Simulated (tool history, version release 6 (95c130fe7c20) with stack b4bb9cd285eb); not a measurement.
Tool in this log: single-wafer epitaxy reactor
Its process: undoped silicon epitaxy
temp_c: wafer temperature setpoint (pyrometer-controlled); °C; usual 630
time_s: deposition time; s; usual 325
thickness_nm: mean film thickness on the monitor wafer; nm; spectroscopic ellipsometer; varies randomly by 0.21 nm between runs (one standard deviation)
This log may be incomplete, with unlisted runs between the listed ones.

run     day  temp_c  time_s  wafers since the last listed run  hours since the last pyrometer calibration  hours since the gauge calibration  read-back reference wafer on the same gauge, thickness_nm  thickness_nm
  1       0     630     325                                 0                                       782.3                               75.1                                                     37.001        37.138
  2   3.792     630     312                               355                                       873.3                              166.1                                                     37.024        35.542
  3   7.975     619     325                               391                                       973.7                              266.5                                                     36.991        30.086
  4    9.85     630     325                               175                                      1018.7                              311.5                                                     37.043        37.746
  5  13.233     630     325                               316                                      1099.9                              392.7                                                     37.003        37.658
  6  16.333     630     325                               290                                      1174.3                              467.1                                                     36.977        38.063
     17.554  -- gauge calibrated
  7  18.996     630     354                               249                                      1238.2                               34.6                                                     37.001        41.071
     20.804  -- pyrometer calibrated
  8  21.925     630     325                               243                                        26.9                              104.9                                                     37.016        35.328
  9  25.642     637     298                               348                                       116.1                              194.1                                                     36.945        37.442
 10  29.667     640     284                               376                                       212.7                              290.7                                                     37.016        38.364
 11  31.533     643     286                               174                                       257.5                              335.5                                                     37.003        40.837
 12  33.483     642     343                               182                                       304.3                              382.3                                                     37.004        48.122
 13  36.783     640     325                               309                                       383.5                              461.5                                                     36.953        44.238
 14  39.833     643     286                               285                                       456.7                              534.7                                                     36.983        41.938

What would each run have given without the hidden state, its run-to-run variation left as it was?
Hidden conditions of the tool in this case: wafer temperature above the value expected at the setpoint (K); gauge reads high (%).
run  thickness_nm
  1         35.65
  2        33.945
  3        28.542
  4        35.759
  5        35.514
  6        35.747
  7        38.435
  8        35.422
  9        37.355
 10        38.073
 11         40.43
 12        47.518
 13        43.492
 14         41.07
